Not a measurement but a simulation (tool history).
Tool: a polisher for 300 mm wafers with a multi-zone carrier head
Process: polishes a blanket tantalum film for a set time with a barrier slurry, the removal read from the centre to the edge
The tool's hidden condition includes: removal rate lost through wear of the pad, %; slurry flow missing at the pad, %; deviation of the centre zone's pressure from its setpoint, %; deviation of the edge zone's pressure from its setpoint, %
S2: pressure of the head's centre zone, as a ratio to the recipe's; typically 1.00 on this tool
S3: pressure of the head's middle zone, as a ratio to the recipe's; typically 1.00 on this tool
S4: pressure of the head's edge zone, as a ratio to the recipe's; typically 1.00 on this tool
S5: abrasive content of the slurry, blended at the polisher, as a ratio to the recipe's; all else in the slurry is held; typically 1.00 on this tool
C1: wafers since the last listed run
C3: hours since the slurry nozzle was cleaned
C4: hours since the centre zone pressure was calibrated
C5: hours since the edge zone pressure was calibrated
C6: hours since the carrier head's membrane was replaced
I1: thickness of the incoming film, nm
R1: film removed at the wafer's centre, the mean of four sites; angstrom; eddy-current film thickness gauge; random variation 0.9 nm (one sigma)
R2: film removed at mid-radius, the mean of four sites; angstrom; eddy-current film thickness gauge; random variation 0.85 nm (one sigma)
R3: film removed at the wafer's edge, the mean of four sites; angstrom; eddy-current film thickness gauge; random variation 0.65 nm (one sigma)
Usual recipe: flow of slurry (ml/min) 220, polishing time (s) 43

run 1 hour=0.0 | flow_of_slurry_(ml/min)=260 S2=1.00 S3=0.94 S4=1.00 S5=1.00 polishing_time_(s)=43 | C1=0 wafers_polished_on_this_pad=1349 C3=74.0 C4=282.5 C5=1247.7 C6=728.2 | I1=448.3 | R1=736 R2=723 R3=738
run 2 hour=40.7 | flow_of_slurry_(ml/min)=220 S2=1.00 S3=1.00 S4=1.00 S5=1.00 polishing_time_(s)=43 | C1=251 wafers_polished_on_this_pad=1600 C3=114.7 C4=323.2 C5=1288.4 C6=768.9 | I1=450.4 | R1=707 R2=740 R3=721
-- hour=47.6 carrier head's membrane replaced by a new one
-- hour=54.5 worn pad replaced by a new one
run 3 hour=62.7 | flow_of_slurry_(ml/min)=220 S2=1.00 S3=0.95 S4=1.00 S5=1.00 polishing_time_(s)=43 | C1=80 wafers_polished_on_this_pad=50 C3=136.7 C4=345.2 C5=1310.4 C6=15.1 | I1=454.7 | R1=714 R2=699 R3=714
run 4 hour=91.7 | flow_of_slurry_(ml/min)=220 S2=1.00 S3=1.00 S4=1.00 S5=1.00 polishing_time_(s)=43 | C1=179 wafers_polished_on_this_pad=230 C3=165.7 C4=374.2 C5=1339.4 C6=44.1 | I1=453.0 | R1=689 R2=724 R3=710
run 5 hour=157.3 | flow_of_slurry_(ml/min)=220 S2=1.00 S3=0.91 S4=1.00 S5=1.00 polishing_time_(s)=43 | C1=405 wafers_polished_on_this_pad=636 C3=231.3 C4=439.8 C5=1405.0 C6=109.7 | I1=450.9 | R1=696 R2=657 R3=710
run 6 hour=182.1 | flow_of_slurry_(ml/min)=220 S2=1.00 S3=1.00 S4=1.00 S5=1.00 polishing_time_(s)=43 | C1=153 wafers_polished_on_this_pad=789 C3=256.1 C4=464.6 C5=1429.8 C6=134.5 | I1=449.9 | R1=693 R2=718 R3=701
run 7 hour=201.6 | flow_of_slurry_(ml/min)=220 S2=1.00 S3=1.11 S4=0.90 S5=1.00 polishing_time_(s)=35 | C1=120 wafers_polished_on_this_pad=910 C3=275.6 C4=484.1 C5=1449.3 C6=154.0 | I1=443.0 | R1=567 R2=624 R3=542
-- hour=216.7 edge zone pressure recalibrated
run 8 hour=221.5 | flow_of_slurry_(ml/min)=220 S2=1.00 S3=1.08 S4=1.00 S5=1.00 polishing_time_(s)=43 | C1=110 wafers_polished_on_this_pad=1021 C3=295.5 C4=504.0 C5=4.8 C6=173.9 | I1=451.2 | R1=690 R2=746 R3=704
run 9 hour=253.3 | flow_of_slurry_(ml/min)=220 S2=1.00 S3=1.00 S4=1.06 S5=1.00 polishing_time_(s)=31 | C1=196 wafers_polished_on_this_pad=1217 C3=327.3 C4=535.8 C5=36.6 C6=205.7 | I1=453.6 | R1=503 R2=507 R3=522
-- hour=296.6 worn pad replaced by a new one
run 10 hour=349.6 | flow_of_slurry_(ml/min)=220 S2=1.00 S3=1.00 S4=1.00 S5=1.00 polishing_time_(s)=57 | C1=571 wafers_polished_on_this_pad=327 C3=423.6 C4=632.1 C5=132.9 C6=302.0 | I1=444.3 | R1=899 R2=945 R3=931
run 11 hour=371.3 | flow_of_slurry_(ml/min)=220 S2=0.93 S3=1.00 S4=1.00 S5=1.10 polishing_time_(s)=43 | C1=134 wafers_polished_on_this_pad=462 C3=445.3 C4=653.8 C5=154.6 C6=323.7 | I1=445.0 | R1=664 R2=713 R3=706
-- hour=377.7 slurry nozzle cleaned
run 12 hour=397.4 | flow_of_slurry_(ml/min)=220 S2=1.00 S3=1.04 S4=1.08 S5=1.10 polishing_time_(s)=43 | C1=155 wafers_polished_on_this_pad=617 C3=19.7 C4=679.9 C5=180.7 C6=349.8 | I1=446.2 | R1=743 R2=804 R3=780
run 13 hour=419.5 | flow_of_slurry_(ml/min)=220 S2=1.00 S3=1.08 S4=0.88 S5=1.00 polishing_time_(s)=43 | C1=136 wafers_polished_on_this_pad=754 C3=41.8 C4=702.0 C5=202.8 C6=371.9 | I1=452.6 | R1=712 R2=804 R3=688
run 14 hour=441.5 | flow_of_slurry_(ml/min)=190 S2=1.00 S3=1.00 S4=0.92 S5=1.00 polishing_time_(s)=39 | C1=136 wafers_polished_on_this_pad=890 C3=63.8 C4=724.0 C5=224.8 C6=393.9 | I1=450.7 | R1=632 R2=659 R3=622
run 15 hour=460.9 | flow_of_slurry_(ml/min)=220 S2=0.93 S3=1.06 S4=1.00 S5=1.00 polishing_time_(s)=37 | C1=120 wafers_polished_on_this_pad=1010 C3=83.2 C4=743.4 C5=244.2 C6=413.3 | I1=450.5 | R1=581 R2=673 R3=622
run 16 hour=482.6 | flow_of_slurry_(ml/min)=250 S2=0.96 S3=1.00 S4=1.05 S5=0.85 polishing_time_(s)=43 | C1=134 wafers_polished_on_this_pad=1144 C3=104.9 C4=765.1 C5=265.9 C6=435.0 | I1=451.6 | R1=681 R2=731 R3=720
run 17 hour=513.4 | flow_of_slurry_(ml/min)=220 S2=1.00 S3=1.06 S4=1.00 S5=0.90 polishing_time_(s)=43 | C1=190 wafers_polished_on_this_pad=1335 C3=135.7 C4=795.9 C5=296.7 C6=465.8 | I1=452.4 | R1=695 R2=745 R3=699
run 18 hour=532.4 | flow_of_slurry_(ml/min)=220 S2=1.00 S3=0.88 S4=1.00 S5=1.00 polishing_time_(s)=43 | C1=117 wafers_polished_on_this_pad=1452 C3=154.7 C4=814.9 C5=315.7 C6=484.8 | I1=447.9 | R1=708 R2=662 R3=720
run 19 hour=554.2 | flow_of_slurry_(ml/min)=220 S2=1.00 S3=0.94 S4=1.10 S5=0.80 polishing_time_(s)=57 | C1=134 wafers_polished_on_this_pad=1587 C3=176.5 C4=836.7 C5=337.5 C6=506.6 | I1=454.6 | R1=896 R2=877 R3=961
-- hour=586.7 worn pad replaced by a new one
run 20 hour=588.3 | flow_of_slurry_(ml/min)=220 S2=1.00 S3=1.00 S4=1.04 S5=1.00 polishing_time_(s)=43 | C1=186 wafers_polished_on_this_pad=10 C3=210.6 C4=870.8 C5=371.6 C6=540.7 | I1=446.2 | R1=675 R2=708 R3=730
run 21 hour=609.1 | flow_of_slurry_(ml/min)=190 S2=1.05 S3=0.95 S4=1.00 S5=1.30 polishing_time_(s)=43 | C1=128 wafers_polished_on_this_pad=138 C3=231.4 C4=891.6 C5=392.4 C6=561.5 | I1=450.7 | R1=725 R2=715 R3=745

Branching from run 21: 5 alternative next runs. What would each branch give?
run A hour=609.5 | flow_of_slurry_(ml/min)=220 S2=1.00 S3=0.94 S4=1.00 S5=1.00 polishing_time_(s)=43 | C1=2 wafers_polished_on_this_pad=141 C3=231.8 C4=892.0 C5=392.8 C6=561.9 | I1=451.5 | R1=? R2=? R3=?
run B hour=609.5 | flow_of_slurry_(ml/min)=220 S2=1.00 S3=1.10 S4=1.00 S5=1.00 polishing_time_(s)=43 | C1=2 wafers_polished_on_this_pad=141 C3=231.8 C4=892.0 C5=392.8 C6=561.9 | I1=451.5 | R1=? R2=? R3=?
run C hour=609.5 | flow_of_slurry_(ml/min)=220 S2=1.00 S3=1.00 S4=1.04 S5=1.00 polishing_time_(s)=29 | C1=2 wafers_polished_on_this_pad=141 C3=231.8 C4=892.0 C5=392.8 C6=561.9 | I1=451.5 | R1=? R2=? R3=?
run D hour=609.5 | flow_of_slurry_(ml/min)=185 S2=1.00 S3=1.00 S4=0.93 S5=1.25 polishing_time_(s)=43 | C1=2 wafers_polished_on_this_pad=141 C3=231.8 C4=892.0 C5=392.8 C6=561.9 | I1=451.5 | R1=? R2=? R3=?
run E hour=609.5 | flow_of_slurry_(ml/min)=220 S2=1.00 S3=1.11 S4=1.00 S5=1.00 polishing_time_(s)=43 | C1=2 wafers_polished_on_this_pad=141 C3=231.8 C4=892.0 C5=392.8 C6=561.9 | I1=451.5 | R1=? R2=? R3=?

run=A R1=690 R2=680 R3=716
run=B R1=691 R2=776 R3=714
run=C R1=465 R2=483 R3=492
run=D R1=694 R2=723 R3=706
run=E R1=691 R2=782 R3=714
Had the tool no hidden state, the same runs would have come out as:
run=A R1=732 R2=716 R3=744
run=B R1=732 R2=818 R3=742
run=C R1=494 R2=509 R3=511
run=D R1=745 R2=770 R3=739
run=E R1=732 R2=824 R3=742
